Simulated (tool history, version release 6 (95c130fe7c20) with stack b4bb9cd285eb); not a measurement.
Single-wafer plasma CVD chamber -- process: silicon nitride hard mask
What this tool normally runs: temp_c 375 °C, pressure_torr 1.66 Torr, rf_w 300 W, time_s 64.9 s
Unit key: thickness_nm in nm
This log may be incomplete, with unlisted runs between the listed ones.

run	hour	temp_c	pressure_torr	rf_w	time_s	read-back reference wafer on the same gauge, thickness_nm	thickness_nm
1	0.0	375	1.66	300	64.9	61.049	65.979
2	10.2	375	1.66	300	64.9	61.106	66.044
3	29.2	370	1.66	300	64.9	61.109	65.637
4	52.7	370	1.66	300	64.9	61.129	65.976
5	71.4	375	1.66	300	67.8	61.068	68.252
6	100.4	375	1.66	300	64.9	61.070	65.981
# hour 113.9: RF generator calibrated
7	114.4	375	1.66	300	64.9	61.169	71.065
8	125.8	375	1.66	300	64.9	61.017	71.131
9	155.2	375	1.66	300	64.9	61.085	70.747
10	170.0	375	1.66	300	64.9	61.164	71.035
11	190.8	383	1.55	285	70.2	61.154	70.341
12	212.6	375	1.66	300	64.9	60.959	69.838
13	227.1	368	1.66	300	64.9	61.062	70.227
14	243.1	363	1.84	300	73.4	61.105	82.986
15	264.4	375	1.25	245	64.9	61.175	50.112
# hour 300.4: capacitance manometer re-zeroed and calibrated
16	300.9	381	1.66	300	64.9	61.115	70.133
# hour 306.9: gauge calibrated
17	321.0	363	1.83	300	64.9	61.106	72.075
18	350.0	389	1.66	330	64.9	61.118	74.894
19	375.2	375	1.66	270	64.9	61.031	61.864
# hour 400.4: thermocouple changed; heater temperature recalibrated
20	400.9	375	1.66	260	70.4	61.079	63.620
21	416.7	386	1.66	335	64.9	61.225	77.040
22	435.1	375	1.66	300	64.9	61.025	69.668
23	447.2	375	1.87	300	64.9	61.138	72.088
24	523.7	379	1.66	300	64.9	61.131	68.623
25	541.3	362	1.30	300	56.8	61.073	54.704
26	561.1	389	1.95	240	64.9	61.279	56.378
27	650.2	375	1.66	300	64.9	61.183	67.554
28	680.2	365	1.78	280	64.9	61.147	64.948
29	708.7	375	1.50	300	64.9	61.001	65.124
30	742.9	363	1.47	280	77.8	61.193	72.030

For some of the steps in thickness_nm from one run to the next: how much would appear even if the tool had no hidden state, given the settings, what came in and random variation, and how much remains for the hidden state plus any gauge scatter that the measured result and the result without hidden state don't share?
Unlogged tool condition in this case: wafer temperature above the value expected at the setpoint (K); delivered RF power above the setpoint (%); true pressure above the setpoint (%); gauge reads high (%).
Run 6 -> 7: RF generator calibrated. thickness_nm +5.084 nm: hidden state +5.891, all else -0.807.
Run 14 -> 15: temp_c 363 -> 375, pressure_torr 1.84 -> 1.25, rf_w 300 -> 245, time_s 73.4 -> 64.9. thickness_nm -32.874 nm: hidden state +0.519, all else -33.393.
Run 15 -> 16: temp_c 375 -> 381, pressure_torr 1.25 -> 1.66, rf_w 245 -> 300, capacitance manometer re-zeroed and calibrated. thickness_nm +20.021 nm: hidden state -0.666, all else +20.687.
Run 24 -> 25: temp_c 379 -> 362, pressure_torr 1.66 -> 1.30, time_s 64.9 -> 56.8. thickness_nm -13.919 nm: hidden state +0.620, all else -14.539.
Run 26 -> 27: temp_c 389 -> 375, pressure_torr 1.95 -> 1.66, rf_w 240 -> 300. thickness_nm +11.176 nm: hidden state -0.714, all else +11.890.
Run 29 -> 30: temp_c 375 -> 363, pressure_torr 1.50 -> 1.47, rf_w 300 -> 280, time_s 64.9 -> 77.8. thickness_nm +6.906 nm: hidden state -0.766, all else +7.672.
